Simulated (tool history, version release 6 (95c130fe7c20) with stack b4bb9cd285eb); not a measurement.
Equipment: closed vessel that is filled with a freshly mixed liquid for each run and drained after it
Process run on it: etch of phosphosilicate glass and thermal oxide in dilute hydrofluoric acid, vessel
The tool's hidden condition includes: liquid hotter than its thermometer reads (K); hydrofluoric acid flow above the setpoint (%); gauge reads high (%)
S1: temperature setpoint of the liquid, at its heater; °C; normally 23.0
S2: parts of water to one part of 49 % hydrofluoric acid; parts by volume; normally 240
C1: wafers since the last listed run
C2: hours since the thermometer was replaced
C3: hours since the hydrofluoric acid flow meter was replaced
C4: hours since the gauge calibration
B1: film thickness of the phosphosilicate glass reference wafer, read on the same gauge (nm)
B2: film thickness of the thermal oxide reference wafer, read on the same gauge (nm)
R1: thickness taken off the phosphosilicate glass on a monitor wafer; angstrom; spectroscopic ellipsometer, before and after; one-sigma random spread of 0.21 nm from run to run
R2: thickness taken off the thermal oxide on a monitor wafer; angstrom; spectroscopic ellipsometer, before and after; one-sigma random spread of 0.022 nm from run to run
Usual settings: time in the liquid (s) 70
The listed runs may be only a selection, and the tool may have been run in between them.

run 1 day=0.000 | S1=23.0 S2=240 time_in_the_liquid_(s)=70 | C1=0 C2=1167.7 C3=1545.7 C4=797.3 | B1=140.03 B2=150.003 | R1=289.4 R2=11.56
run 2 day=1.321 | S1=25.0 S2=240 time_in_the_liquid_(s)=70 | C1=4286 C2=1199.4 C3=1577.4 C4=829.0 | B1=139.97 B2=150.003 | R1=316.5 R2=12.81
run 3 day=3.421 | S1=19.0 S2=305 time_in_the_liquid_(s)=30 | C1=6814 C2=1249.8 C3=1627.8 C4=879.4 | B1=140.02 B2=149.994 | R1=79.6 R2=3.27
-- day=6.029 hydrofluoric acid flow meter replaced
run 4 day=6.050 | S1=27.5 S2=300 time_in_the_liquid_(s)=35 | C1=8396 C2=1312.9 C3=0.5 C4=942.5 | B1=140.00 B2=149.990 | R1=121.4 R2=4.95
-- day=6.446 thermometer replaced
run 5 day=7.208 | S1=28.0 S2=160 time_in_the_liquid_(s)=70 | C1=3623 C2=18.3 C3=28.3 C4=970.3 | B1=139.98 B2=150.002 | R1=544.5 R2=23.26
run 6 day=9.838 | S1=23.0 S2=240 time_in_the_liquid_(s)=90 | C1=8531 C2=81.4 C3=91.4 C4=1033.4 | B1=139.99 B2=149.995 | R1=359.8 R2=15.50
run 7 day=12.079 | S1=23.0 S2=240 time_in_the_liquid_(s)=110 | C1=7274 C2=135.2 C3=145.2 C4=1087.2 | B1=140.02 B2=150.009 | R1=440.5 R2=18.33
run 8 day=13.304 | S1=23.0 S2=240 time_in_the_liquid_(s)=70 | C1=3975 C2=164.6 C3=174.6 C4=1116.6 | B1=139.99 B2=150.000 | R1=280.4 R2=11.96
run 9 day=16.167 | S1=27.5 S2=240 time_in_the_liquid_(s)=70 | C1=9288 C2=233.3 C3=243.3 C4=1185.3 | B1=140.01 B2=150.000 | R1=325.3 R2=14.00
run 10 day=17.592 | S1=23.0 S2=240 time_in_the_liquid_(s)=70 | C1=4624 C2=267.5 C3=277.5 C4=1219.5 | B1=140.02 B2=150.009 | R1=283.3 R2=11.63
run 11 day=20.096 | S1=25.5 S2=155 time_in_the_liquid_(s)=70 | C1=8126 C2=327.6 C3=337.6 C4=1279.6 | B1=140.02 B2=150.010 | R1=518.5 R2=21.86
-- day=21.375 gauge calibrated
run 12 day=22.483 | S1=23.0 S2=240 time_in_the_liquid_(s)=70 | C1=7747 C2=384.9 C3=394.9 C4=26.6 | B1=139.97 B2=150.016 | R1=282.5 R2=11.84
run 13 day=30.808 | S1=25.5 S2=155 time_in_the_liquid_(s)=30 | C1=27014 C2=584.7 C3=594.7 C4=226.4 | B1=140.02 B2=149.989 | R1=225.4 R2=9.41
run 14 day=33.650 | S1=18.5 S2=180 time_in_the_liquid_(s)=40 | C1=9221 C2=652.9 C3=662.9 C4=294.6 | B1=139.94 B2=149.995 | R1=191.5 R2=8.13
run 15 day=35.333 | S1=25.5 S2=155 time_in_the_liquid_(s)=70 | C1=5462 C2=693.3 C3=703.3 C4=335.0 | B1=140.03 B2=150.014 | R1=526.2 R2=22.07
run 16 day=37.038 | S1=23.0 S2=170 time_in_the_liquid_(s)=70 | C1=5530 C2=734.2 C3=744.2 C4=375.9 | B1=139.96 B2=149.981 | R1=434.5 R2=17.78
run 17 day=38.975 | S1=23.0 S2=200 time_in_the_liquid_(s)=70 | C1=6287 C2=780.7 C3=790.7 C4=422.4 | B1=139.99 B2=149.989 | R1=359.7 R2=15.15
run 18 day=41.554 | S1=27.5 S2=325 time_in_the_liquid_(s)=70 | C1=8369 C2=842.6 C3=852.6 C4=484.3 | B1=140.01 B2=150.006 | R1=226.1 R2=9.64
run 19 day=42.654 | S1=23.0 S2=240 time_in_the_liquid_(s)=70 | C1=3569 C2=869.0 C3=879.0 C4=510.7 | B1=139.98 B2=149.998 | R1=281.9 R2=11.89
run 20 day=45.633 | S1=23.0 S2=240 time_in_the_liquid_(s)=70 | C1=9667 C2=940.5 C3=950.5 C4=582.2 | B1=140.01 B2=149.988 | R1=285.6 R2=12.05
run 21 day=47.529 | S1=26.0 S2=240 time_in_the_liquid_(s)=35 | C1=6152 C2=986.0 C3=996.0 C4=627.7 | B1=140.00 B2=150.006 | R1=158.9 R2=6.57
run 22 day=49.404 | S1=23.0 S2=240 time_in_the_liquid_(s)=70 | C1=6084 C2=1031.0 C3=1041.0 C4=672.7 | B1=140.04 B2=150.011 | R1=285.3 R2=12.11
run 23 day=51.975 | S1=26.5 S2=240 time_in_the_liquid_(s)=70 | C1=8342 C2=1092.7 C3=1102.7 C4=734.4 | B1=139.99 B2=150.014 | R1=322.2 R2=14.05
run 24 day=58.967 | S1=18.5 S2=335 time_in_the_liquid_(s)=95 | C1=22688 C2=1260.5 C3=1270.5 C4=902.2 | B1=140.05 B2=149.988 | R1=218.5 R2=9.42

Below are 5 alternative next runs, each starting from the tool's condition after run 24. Predict each:
run A day=58.996 | S1=23.0 S2=240 time_in_the_liquid_(s)=105 | C1=94 C2=1261.2 C3=1271.2 C4=902.9 | B1=? B2=? | R1=? R2=?
run B day=58.996 | S1=23.0 S2=145 time_in_the_liquid_(s)=70 | C1=94 C2=1261.2 C3=1271.2 C4=902.9 | B1=? B2=? | R1=? R2=?
run C day=58.996 | S1=18.5 S2=165 time_in_the_liquid_(s)=90 | C1=94 C2=1261.2 C3=1271.2 C4=902.9 | B1=? B2=? | R1=? R2=?
run D day=58.996 | S1=23.0 S2=150 time_in_the_liquid_(s)=70 | C1=94 C2=1261.2 C3=1271.2 C4=902.9 | B1=? B2=? | R1=? R2=?
run E day=58.996 | S1=20.5 S2=355 time_in_the_liquid_(s)=110 | C1=94 C2=1261.2 C3=1271.2 C4=902.9 | B1=? B2=? | R1=? R2=?

run=A B1=139.99 B2=150.008 R1=431.5 R2=17.75
run=B B1=139.99 B2=150.008 R1=525.5 R2=21.62
run=C B1=139.99 B2=150.008 R1=487.0 R2=20.04
run=D B1=139.99 B2=150.008 R1=505.2 R2=20.79
run=E B1=139.99 B2=150.008 R1=251.5 R2=10.35
With no hidden state in the tool, these same runs would have given:
run=A R1=416.5 R2=17.14
run=B R1=508.4 R2=20.92
run=C R1=471.1 R2=19.38
run=D R1=488.7 R2=20.11
run=E R1=242.3 R2=9.97

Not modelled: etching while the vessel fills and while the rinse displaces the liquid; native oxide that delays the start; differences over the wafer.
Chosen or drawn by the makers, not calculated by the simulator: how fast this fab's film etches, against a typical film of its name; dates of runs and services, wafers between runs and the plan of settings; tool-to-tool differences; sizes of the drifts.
